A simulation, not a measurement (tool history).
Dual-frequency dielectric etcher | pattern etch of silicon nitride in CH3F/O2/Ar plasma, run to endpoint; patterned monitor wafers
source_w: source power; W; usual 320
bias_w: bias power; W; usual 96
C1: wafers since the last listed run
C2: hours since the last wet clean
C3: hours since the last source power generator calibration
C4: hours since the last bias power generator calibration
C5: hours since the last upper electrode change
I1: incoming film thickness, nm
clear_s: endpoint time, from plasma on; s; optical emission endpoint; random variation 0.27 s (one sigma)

run 1 day=0.000 | source_w=320 bias_w=96 | C1=0 C2=505.4 C3=613.2 C4=983.9 C5=3503.4 | I1=35.53 | clear_s=46.4
-- day=3.729 wet clean of the chamber
run 2 day=3.888 | source_w=320 bias_w=96 | C1=1125 C2=3.8 C3=706.5 C4=1077.2 C5=3596.7 | I1=35.90 | clear_s=49.2
run 3 day=5.792 | source_w=320 bias_w=96 | C1=742 C2=49.5 C3=752.2 C4=1122.9 C5=3642.4 | I1=35.47 | clear_s=48.5
run 4 day=7.900 | source_w=320 bias_w=96 | C1=822 C2=100.1 C3=802.8 C4=1173.5 C5=3693.0 | I1=35.45 | clear_s=47.8
run 5 day=9.683 | source_w=320 bias_w=106 | C1=695 C2=142.9 C3=845.6 C4=1216.3 C5=3735.8 | I1=35.59 | clear_s=46.7
run 6 day=13.554 | source_w=350 bias_w=112 | C1=1509 C2=235.8 C3=938.5 C4=1309.2 C5=3828.7 | I1=35.93 | clear_s=44.2
run 7 day=16.929 | source_w=350 bias_w=112 | C1=1315 C2=316.8 C3=1019.5 C4=1390.2 C5=3909.7 | I1=35.52 | clear_s=43.7
run 8 day=20.217 | source_w=320 bias_w=96 | C1=1281 C2=395.7 C3=1098.4 C4=1469.1 C5=3988.6 | I1=35.33 | clear_s=46.7
run 9 day=23.446 | source_w=320 bias_w=96 | C1=1259 C2=473.2 C3=1175.9 C4=1546.6 C5=4066.1 | I1=35.45 | clear_s=46.2
run 10 day=26.354 | source_w=320 bias_w=96 | C1=1133 C2=543.0 C3=1245.7 C4=1616.4 C5=4135.9 | I1=35.59 | clear_s=46.8
run 11 day=28.196 | source_w=260 bias_w=82 | C1=718 C2=587.2 C3=1289.9 C4=1660.6 C5=4180.1 | I1=35.67 | clear_s=51.8
-- day=31.192 wet clean of the chamber
run 12 day=31.212 | source_w=260 bias_w=82 | C1=786 C2=0.5 C3=1362.3 C4=1733.0 C5=4252.5 | I1=35.46 | clear_s=54.4
run 13 day=32.583 | source_w=260 bias_w=82 | C1=534 C2=33.4 C3=1395.2 C4=1765.9 C5=4285.4 | I1=35.51 | clear_s=54.0
-- day=32.888 source power generator calibrated
-- day=40.717 upper electrode replaced, of another model than before
run 14 day=40.738 | source_w=320 bias_w=112 | C1=2724 C2=229.1 C3=188.4 C4=1961.6 C5=0.5 | I1=35.63 | clear_s=44.4
run 15 day=42.588 | source_w=320 bias_w=112 | C1=721 C2=273.5 C3=232.8 C4=2006.0 C5=44.9 | I1=35.84 | clear_s=44.6
-- day=45.150 bias power generator calibrated
run 16 day=46.788 | source_w=380 bias_w=108 | C1=1572 C2=374.3 C3=333.6 C4=39.3 C5=145.7 | I1=35.77 | clear_s=43.5
run 17 day=51.238 | source_w=320 bias_w=96 | C1=1735 C2=481.1 C3=440.4 C4=146.1 C5=252.5 | I1=35.50 | clear_s=46.8
-- day=55.325 wet clean of the chamber
run 18 day=55.346 | source_w=380 bias_w=77 | C1=1211 C2=0.5 C3=539.0 C4=244.7 C5=351.1 | I1=35.74 | clear_s=52.9
run 19 day=64.292 | source_w=320 bias_w=96 | C1=3487 C2=215.2 C3=753.7 C4=459.4 C5=565.8 | I1=35.90 | clear_s=48.0
run 20 day=65.796 | source_w=300 bias_w=78 | C1=586 C2=251.3 C3=789.8 C4=495.5 C5=601.9 | I1=35.59 | clear_s=53.1
run 21 day=68.804 | source_w=250 bias_w=80 | C1=1172 C2=323.5 C3=862.0 C4=567.7 C5=674.1 | I1=35.20 | clear_s=53.1
run 22 day=70.317 | source_w=380 bias_w=77 | C1=589 C2=359.8 C3=898.3 C4=604.0 C5=710.4 | I1=35.69 | clear_s=51.0
run 23 day=74.521 | source_w=320 bias_w=81 | C1=1639 C2=460.7 C3=999.2 C4=704.9 C5=811.3 | I1=35.41 | clear_s=50.2
run 24 day=76.829 | source_w=370 bias_w=89 | C1=900 C2=516.1 C3=1054.6 C4=760.3 C5=866.7 | I1=35.21 | clear_s=45.7
-- day=81.267 wet clean of the chamber
run 25 day=81.975 | source_w=390 bias_w=96 | C1=1616 C2=17.0 C3=1178.1 C4=883.8 C5=990.2 | I1=35.78 | clear_s=47.2
run 26 day=84.046 | source_w=290 bias_w=111 | C1=807 C2=66.7 C3=1227.8 C4=933.5 C5=1039.9 | I1=35.37 | clear_s=45.1
run 27 day=85.604 | source_w=260 bias_w=73 | C1=607 C2=104.1 C3=1265.2 C4=970.9 C5=1077.3 | I1=35.79 | clear_s=57.6
run 28 day=87.946 | source_w=400 bias_w=76 | C1=912 C2=160.3 C3=1321.4 C4=1027.1 C5=1133.5 | I1=35.57 | clear_s=52.1
run 29 day=90.121 | source_w=250 bias_w=86 | C1=848 C2=212.5 C3=1373.6 C4=1079.3 C5=1185.7 | I1=35.62 | clear_s=52.7
-- day=90.862 source power generator calibrated
run 30 day=91.883 | source_w=260 bias_w=111 | C1=622 C2=254.8 C3=24.5 C4=1121.6 C5=1228.0 | I1=35.44 | clear_s=45.7

Some steps in clear_s between neighbouring runs. How much of each would the tool show without its hidden state too (settings, what came in, random variation), and how much is left for the hidden state, with any gauge scatter that isn't in both results?
The hidden state here: etch rate over this chamber's usual, %; source power that arrives over what is set, %; bias power that arrives over what is set, %.
Run 1 -> 2: wet clean of the chamber. clear_s +2.8 s: hidden state +2.2, all else +0.6.
Run 11 -> 12: wet clean of the chamber. clear_s +2.6 s: hidden state +2.8, all else -0.2.
Run 13 -> 14: source_w 260 -> 320, bias_w 82 -> 112, source power generator calibrated, upper electrode replaced, of another model than before. clear_s -9.6 s: hidden state -0.8, all else -8.8.
Run 24 -> 25: source_w 370 -> 390, bias_w 89 -> 96, wet clean of the chamber. clear_s +1.5 s: hidden state +2.3, all else -0.8.
Run 26 -> 27: source_w 290 -> 260, bias_w 111 -> 73. clear_s +12.5 s: hidden state -0.2, all else +12.7.
Run 29 -> 30: source_w 250 -> 260, bias_w 86 -> 111, source power generator calibrated. clear_s -7.0 s: hidden state +0.0, all else -7.0.

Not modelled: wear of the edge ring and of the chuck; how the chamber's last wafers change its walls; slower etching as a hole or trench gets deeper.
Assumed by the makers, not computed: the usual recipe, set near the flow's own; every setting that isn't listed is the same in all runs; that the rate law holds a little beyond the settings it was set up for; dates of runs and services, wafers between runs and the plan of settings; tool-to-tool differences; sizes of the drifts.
